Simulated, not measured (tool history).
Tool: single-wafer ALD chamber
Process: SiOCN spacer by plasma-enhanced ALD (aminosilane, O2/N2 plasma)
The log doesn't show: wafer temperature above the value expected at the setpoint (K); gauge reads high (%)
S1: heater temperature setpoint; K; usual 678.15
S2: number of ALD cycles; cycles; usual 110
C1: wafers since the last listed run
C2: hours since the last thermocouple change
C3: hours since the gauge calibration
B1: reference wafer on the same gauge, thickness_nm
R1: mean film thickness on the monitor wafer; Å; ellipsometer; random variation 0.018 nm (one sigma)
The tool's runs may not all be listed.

run 1 hour=0 | S1=678.15 S2=110 | C1=0 C2=1268.7 C3=1067.1 | B1=6.475 | R1=60.39
-- hour=17.7 thermocouple changed; heater temperature recalibrated
run 2 hour=61.7 | S1=678.15 S2=110 | C1=123 C2=44 C3=1128.8 | B1=6.474 | R1=59.63
run 3 hour=163 | S1=678.15 S2=110 | C1=233 C2=145.3 C3=1230.1 | B1=6.473 | R1=59.87
run 4 hour=270.4 | S1=678.15 S2=110 | C1=247 C2=252.7 C3=1337.5 | B1=6.479 | R1=60.14
run 5 hour=500.1 | S1=666.15 S2=110 | C1=529 C2=482.4 C3=1567.2 | B1=6.475 | R1=60.44
run 6 hour=624.4 | S1=683.15 S2=110 | C1=286 C2=606.7 C3=1691.5 | B1=6.479 | R1=59.92
-- hour=654.6 gauge calibrated
run 7 hour=679.4 | S1=683.15 S2=110 | C1=126 C2=661.7 C3=24.8 | B1=6.47 | R1=59.69
run 8 hour=781.2 | S1=678.15 S2=110 | C1=234 C2=763.5 C3=126.6 | B1=6.462 | R1=60.57
run 9 hour=865.6 | S1=678.15 S2=110 | C1=194 C2=847.9 C3=211 | B1=6.469 | R1=60.88
run 10 hour=959.7 | S1=684.15 S2=110 | C1=217 C2=942 C3=305.1 | B1=6.465 | R1=59.67
run 11 hour=1085.8 | S1=684.15 S2=110 | C1=290 C2=1068.1 C3=431.2 | B1=6.468 | R1=59.83
run 12 hour=1172.1 | S1=665.15 S2=91 | C1=199 C2=1154.4 C3=517.5 | B1=6.473 | R1=50.12
run 13 hour=1248.3 | S1=674.15 S2=110 | C1=175 C2=1230.6 C3=593.7 | B1=6.47 | R1=60.64
-- hour=1271 thermocouple changed; heater temperature recalibrated
run 14 hour=1290.6 | S1=665.15 S2=110 | C1=79 C2=19.6 C3=636 | B1=6.474 | R1=60.67
run 15 hour=1392.1 | S1=670.15 S2=94 | C1=234 C2=121.1 C3=737.5 | B1=6.471 | R1=52.06
run 16 hour=1453.2 | S1=687.15 S2=124 | C1=140 C2=182.2 C3=798.6 | B1=6.459 | R1=66.18
run 17 hour=1520.2 | S1=672.15 S2=110 | C1=154 C2=249.2 C3=865.6 | B1=6.474 | R1=60.57
run 18 hour=1623.3 | S1=678.15 S2=110 | C1=237 C2=352.3 C3=968.7 | B1=6.471 | R1=59.88
run 19 hour=1666.5 | S1=667.15 S2=103 | C1=99 C2=395.5 C3=1011.9 | B1=6.466 | R1=56.69
run 20 hour=1755.1 | S1=678.15 S2=110 | C1=204 C2=484.1 C3=1100.5 | B1=6.468 | R1=60.27
run 21 hour=1792.6 | S1=678.15 S2=93 | C1=86 C2=521.6 C3=1138 | B1=6.462 | R1=51.1
run 22 hour=1873.4 | S1=678.15 S2=110 | C1=186 C2=602.4 C3=1218.8 | B1=6.459 | R1=60.4

Hidden state at the last listed run before each entry between runs and at the first one after, where it differs:
Between runs 1 and 2: thermocouple changed; heater temperature recalibrated (hour 17.7)
  wafer temperature above the value expected at the setpoint (K): -6.21 -> -1.29
  measured less the result without the state, R1: +0.91 -> +0.21 Å
Between runs 6 and 7: gauge calibrated (hour 654.6)
  wafer temperature above the value expected at the setpoint (K): -5.55 -> -5.73
  measured less the result without the state, R1: +0.89 -> +0.91 Å
Between runs 13 and 14: thermocouple changed; heater temperature recalibrated (hour 1271)
  wafer temperature above the value expected at the setpoint (K): -6.65 -> 0.0579
  measured less the result without the state, R1: +0.26 -> +0 Å
